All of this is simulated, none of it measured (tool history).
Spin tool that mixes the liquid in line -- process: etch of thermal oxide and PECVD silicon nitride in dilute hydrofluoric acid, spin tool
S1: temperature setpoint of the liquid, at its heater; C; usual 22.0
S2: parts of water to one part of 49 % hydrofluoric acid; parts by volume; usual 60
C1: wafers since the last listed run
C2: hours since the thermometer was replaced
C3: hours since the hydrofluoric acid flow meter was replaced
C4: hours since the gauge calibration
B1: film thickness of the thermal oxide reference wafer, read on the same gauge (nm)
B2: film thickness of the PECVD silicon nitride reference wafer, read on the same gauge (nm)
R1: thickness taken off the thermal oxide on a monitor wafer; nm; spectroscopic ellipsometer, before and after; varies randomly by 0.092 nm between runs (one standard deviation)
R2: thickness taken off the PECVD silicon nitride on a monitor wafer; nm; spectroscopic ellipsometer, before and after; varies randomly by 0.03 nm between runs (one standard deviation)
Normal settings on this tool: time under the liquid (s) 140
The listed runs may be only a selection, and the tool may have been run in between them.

{"run": 1, "hour": 0.0, "S1": 23.0, "S2": 60, "time under the liquid (s)": 140, "C1": 0, "C2": 1220.3, "C3": 711.4, "C4": 3761.7, "B1": 140.03, "B2": 30.02, "R1": 11.03, "R2": 7.32}
{"run": 2, "hour": 40.3, "S1": 23.0, "S2": 60, "time under the liquid (s)": 140, "C1": 381, "C2": 1260.6, "C3": 751.7, "C4": 3802.0, "B1": 139.98, "B2": 30.0, "R1": 11.03, "R2": 7.34}
{"run": 3, "hour": 86.5, "S1": 22.0, "S2": 60, "time under the liquid (s)": 140, "C1": 437, "C2": 1306.8, "C3": 797.9, "C4": 3848.2, "B1": 139.97, "B2": 29.97, "R1": 10.72, "R2": 6.86}
{"run": 4, "hour": 126.5, "S1": 22.0, "S2": 60, "time under the liquid (s)": 140, "C1": 378, "C2": 1346.8, "C3": 837.9, "C4": 3888.2, "B1": 139.94, "B2": 30.0, "R1": 10.89, "R2": 6.94}
{"run": 5, "hour": 196.8, "S1": 22.0, "S2": 60, "time under the liquid (s)": 140, "C1": 665, "C2": 1417.1, "C3": 908.2, "C4": 3958.5, "B1": 139.95, "B2": 30.0, "R1": 10.87, "R2": 6.91}
{"run": 6, "hour": 239.6, "S1": 25.0, "S2": 40, "time under the liquid (s)": 140, "C1": 405, "C2": 1459.9, "C3": 951.0, "C4": 4001.3, "B1": 140.0, "B2": 30.02, "R1": 18.94, "R2": 12.57}
{"hour": 304.4, "done": "gauge calibrated"}
{"run": 7, "hour": 332.0, "S1": 17.5, "S2": 45, "time under the liquid (s)": 70, "C1": 875, "C2": 1552.3, "C3": 1043.4, "C4": 27.6, "B1": 139.96, "B2": 29.97, "R1": 6.13, "R2": 3.37}
{"run": 8, "hour": 384.0, "S1": 20.5, "S2": 80, "time under the liquid (s)": 85, "C1": 492, "C2": 1604.3, "C3": 1095.4, "C4": 79.6, "B1": 139.95, "B2": 30.01, "R1": 4.57, "R2": 2.86}
{"run": 9, "hour": 425.1, "S1": 24.5, "S2": 40, "time under the liquid (s)": 140, "C1": 389, "C2": 1645.4, "C3": 1136.5, "C4": 120.7, "B1": 139.98, "B2": 29.99, "R1": 18.56, "R2": 12.24}
{"run": 10, "hour": 510.4, "S1": 22.0, "S2": 80, "time under the liquid (s)": 180, "C1": 807, "C2": 1730.7, "C3": 1221.8, "C4": 206.0, "B1": 139.97, "B2": 29.99, "R1": 10.28, "R2": 6.76}
{"run": 11, "hour": 596.6, "S1": 22.0, "S2": 35, "time under the liquid (s)": 140, "C1": 816, "C2": 1816.9, "C3": 1308.0, "C4": 292.2, "B1": 140.02, "B2": 29.99, "R1": 19.52, "R2": 11.8}
{"run": 12, "hour": 670.4, "S1": 22.0, "S2": 60, "time under the liquid (s)": 140, "C1": 699, "C2": 1890.7, "C3": 1381.8, "C4": 366.0, "B1": 140.01, "B2": 30.02, "R1": 11.01, "R2": 7.02}
{"run": 13, "hour": 765.3, "S1": 20.5, "S2": 30, "time under the liquid (s)": 140, "C1": 898, "C2": 1985.6, "C3": 1476.7, "C4": 460.9, "B1": 139.99, "B2": 30.0, "R1": 21.22, "R2": 12.44}
{"run": 14, "hour": 871.7, "S1": 22.0, "S2": 80, "time under the liquid (s)": 95, "C1": 1007, "C2": 2092.0, "C3": 1583.1, "C4": 567.3, "B1": 140.0, "B2": 29.96, "R1": 5.48, "R2": 3.6}
{"run": 15, "hour": 952.9, "S1": 22.0, "S2": 60, "time under the liquid (s)": 140, "C1": 769, "C2": 2173.2, "C3": 1664.3, "C4": 648.5, "B1": 140.05, "B2": 30.0, "R1": 10.91, "R2": 7.07}
{"run": 16, "hour": 1047.3, "S1": 22.0, "S2": 60, "time under the liquid (s)": 140, "C1": 894, "C2": 2267.6, "C3": 1758.7, "C4": 742.9, "B1": 140.01, "B2": 30.0, "R1": 10.83, "R2": 7.07}
{"hour": 1081.0, "done": "thermometer replaced"}
{"run": 17, "hour": 1087.5, "S1": 22.0, "S2": 45, "time under the liquid (s)": 185, "C1": 371, "C2": 6.5, "C3": 1798.9, "C4": 783.1, "B1": 139.99, "B2": 30.01, "R1": 18.64, "R2": 11.28}
{"run": 18, "hour": 1129.3, "S1": 25.0, "S2": 60, "time under the liquid (s)": 105, "C1": 395, "C2": 48.3, "C3": 1840.7, "C4": 824.9, "B1": 140.01, "B2": 30.01, "R1": 8.94, "R2": 5.94}
{"run": 19, "hour": 1201.6, "S1": 25.0, "S2": 50, "time under the liquid (s)": 140, "C1": 684, "C2": 120.6, "C3": 1913.0, "C4": 897.2, "B1": 140.02, "B2": 29.98, "R1": 14.36, "R2": 9.51}
{"hour": 1237.7, "done": "hydrofluoric acid flow meter replaced"}
{"run": 20, "hour": 1256.8, "S1": 26.0, "S2": 70, "time under the liquid (s)": 95, "C1": 513, "C2": 175.8, "C3": 19.1, "C4": 952.4, "B1": 139.99, "B2": 29.95, "R1": 7.02, "R2": 4.93}
{"run": 21, "hour": 1300.9, "S1": 26.5, "S2": 40, "time under the liquid (s)": 140, "C1": 417, "C2": 219.9, "C3": 63.2, "C4": 996.5, "B1": 140.0, "B2": 30.0, "R1": 19.24, "R2": 13.01}
{"run": 22, "hour": 1606.9, "S1": 26.5, "S2": 35, "time under the liquid (s)": 115, "C1": 2898, "C2": 525.9, "C3": 369.2, "C4": 1302.5, "B1": 140.05, "B2": 29.96, "R1": 18.54, "R2": 12.45}
{"run": 23, "hour": 1657.7, "S1": 24.0, "S2": 60, "time under the liquid (s)": 140, "C1": 481, "C2": 576.7, "C3": 420.0, "C4": 1353.3, "B1": 140.01, "B2": 30.0, "R1": 11.49, "R2": 7.56}
{"run": 24, "hour": 1709.8, "S1": 26.5, "S2": 75, "time under the liquid (s)": 80, "C1": 493, "C2": 628.8, "C3": 472.1, "C4": 1405.4, "B1": 139.98, "B2": 30.02, "R1": 5.64, "R2": 4.09}
{"run": 25, "hour": 1768.0, "S1": 26.0, "S2": 80, "time under the liquid (s)": 95, "C1": 551, "C2": 687.0, "C3": 530.3, "C4": 1463.6, "B1": 140.01, "B2": 30.02, "R1": 6.16, "R2": 4.43}
{"run": 26, "hour": 1813.9, "S1": 18.0, "S2": 45, "time under the liquid (s)": 215, "C1": 434, "C2": 732.9, "C3": 576.2, "C4": 1509.5, "B1": 139.99, "B2": 29.96, "R1": 18.77, "R2": 10.25}
{"run": 27, "hour": 1900.6, "S1": 22.0, "S2": 60, "time under the liquid (s)": 140, "C1": 821, "C2": 819.6, "C3": 662.9, "C4": 1596.2, "B1": 140.02, "B2": 29.99, "R1": 10.65, "R2": 6.67}

Branching from run 27: 3 alternative next runs. What would each branch give?
{"run": "A", "hour": 1901.1, "S1": 22.0, "S2": 60, "time under the liquid (s)": 190, "C1": 4, "C2": 820.1, "C3": 663.4, "C4": 1596.7, "B1": "?", "B2": "?", "R1": "?", "R2": "?"}
{"run": "B", "hour": 1901.1, "S1": 22.0, "S2": 60, "time under the liquid (s)": 195, "C1": 4, "C2": 820.1, "C3": 663.4, "C4": 1596.7, "B1": "?", "B2": "?", "R1": "?", "R2": "?"}
{"run": "C", "hour": 1901.1, "S1": 18.5, "S2": 60, "time under the liquid (s)": 140, "C1": 4, "C2": 820.1, "C3": 663.4, "C4": 1596.7, "B1": "?", "B2": "?", "R1": "?", "R2": "?"}

run=A B1=139.97 B2=30.05 R1=14.31 R2=9.09
run=B B1=139.97 B2=30.05 R1=14.69 R2=9.32
run=C B1=139.97 B2=30.05 R1=9.11 R2=5.26
Had the tool no hidden state, the same runs would have come out as:
run=A R1=13.99 R2=8.75
run=B R1=14.36 R2=8.98
run=C R1=8.89 R2=5.06
